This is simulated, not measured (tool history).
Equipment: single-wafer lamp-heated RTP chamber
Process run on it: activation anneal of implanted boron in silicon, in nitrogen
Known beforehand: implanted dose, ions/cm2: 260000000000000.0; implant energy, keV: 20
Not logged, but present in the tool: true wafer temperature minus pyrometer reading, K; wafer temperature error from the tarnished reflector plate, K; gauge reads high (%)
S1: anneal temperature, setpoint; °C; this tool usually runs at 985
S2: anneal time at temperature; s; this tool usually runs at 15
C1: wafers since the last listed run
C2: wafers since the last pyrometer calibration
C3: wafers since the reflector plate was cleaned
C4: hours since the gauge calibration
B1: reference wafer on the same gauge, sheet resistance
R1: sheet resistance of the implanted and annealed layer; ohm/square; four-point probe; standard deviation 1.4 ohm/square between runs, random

run 1 day=0.000 | S1=992 S2=15 | C1=0 C2=1963 C3=2511 C4=33.4 | B1=336.13 | R1=393.26
run 2 day=0.692 | S1=985 S2=18 | C1=179 C2=2142 C3=2691 C4=50.0 | B1=335.91 | R1=394.48
run 3 day=1.325 | S1=985 S2=18 | C1=164 C2=2306 C3=2855 C4=65.2 | B1=336.00 | R1=394.91
run 4 day=2.533 | S1=985 S2=18 | C1=313 C2=2620 C3=3168 C4=94.2 | B1=335.80 | R1=395.57
run 5 day=3.938 | S1=985 S2=15 | C1=364 C2=2984 C3=3532 C4=127.9 | B1=335.93 | R1=395.00
run 6 day=4.654 | S1=985 S2=15 | C1=185 C2=3169 C3=3718 C4=145.1 | B1=336.14 | R1=394.48
run 7 day=6.629 | S1=985 S2=15 | C1=512 C2=3681 C3=4230 C4=192.5 | B1=335.79 | R1=395.90
run 8 day=8.129 | S1=975 S2=18 | C1=388 C2=4070 C3=4619 C4=228.5 | B1=336.73 | R1=401.30
run 9 day=9.542 | S1=968 S2=20 | C1=366 C2=4437 C3=4985 C4=262.4 | B1=335.64 | R1=410.78
run 10 day=10.208 | S1=967 S2=19 | C1=172 C2=4609 C3=5158 C4=278.4 | B1=335.95 | R1=412.04
-- day=10.600 reflector plate cleaned
-- day=11.200 pyrometer window cleaned and pyrometer calibrated
run 11 day=12.625 | S1=985 S2=15 | C1=453 C2=369 C3=439 C4=336.4 | B1=335.99 | R1=390.58
-- day=12.925 gauge calibrated
-- day=13.617 pyrometer window cleaned and pyrometer calibrated, repeated, since the last time left the tool worse
run 12 day=13.638 | S1=960 S2=8 | C1=176 C2=4 C3=615 C4=17.1 | B1=335.94 | R1=454.13
run 13 day=14.792 | S1=985 S2=15 | C1=299 C2=304 C3=914 C4=44.8 | B1=336.08 | R1=396.25
run 14 day=16.025 | S1=985 S2=15 | C1=319 C2=623 C3=1234 C4=74.4 | B1=335.95 | R1=398.78
run 15 day=16.917 | S1=964 S2=23 | C1=231 C2=855 C3=1465 C4=95.8 | B1=335.44 | R1=419.92

What if the next run were any one of these 5? Each begins from the tool's condition after run 15:
run A day=16.933 | S1=985 S2=15 | C1=4 C2=859 C3=1469 C4=96.2 | B1=? | R1=?
run B day=16.933 | S1=985 S2=23 | C1=4 C2=859 C3=1469 C4=96.2 | B1=? | R1=?
run C day=16.933 | S1=1006 S2=10 | C1=4 C2=859 C3=1469 C4=96.2 | B1=? | R1=?
run D day=16.933 | S1=1012 S2=15 | C1=4 C2=859 C3=1469 C4=96.2 | B1=? | R1=?
run E day=16.933 | S1=971 S2=17 | C1=4 C2=859 C3=1469 C4=96.2 | B1=? | R1=?

run=A B1=336.09 R1=399.14
run=B B1=336.09 R1=396.21
run=C B1=336.09 R1=390.17
run=D B1=336.09 R1=387.63
run=E B1=336.09 R1=413.66
The same runs, with their run-to-run variation unchanged, on a tool lacking any hidden condition would have given:
run=A R1=402.31
run=B R1=398.88
run=C R1=391.34
run=D R1=388.32
run=E R1=419.50
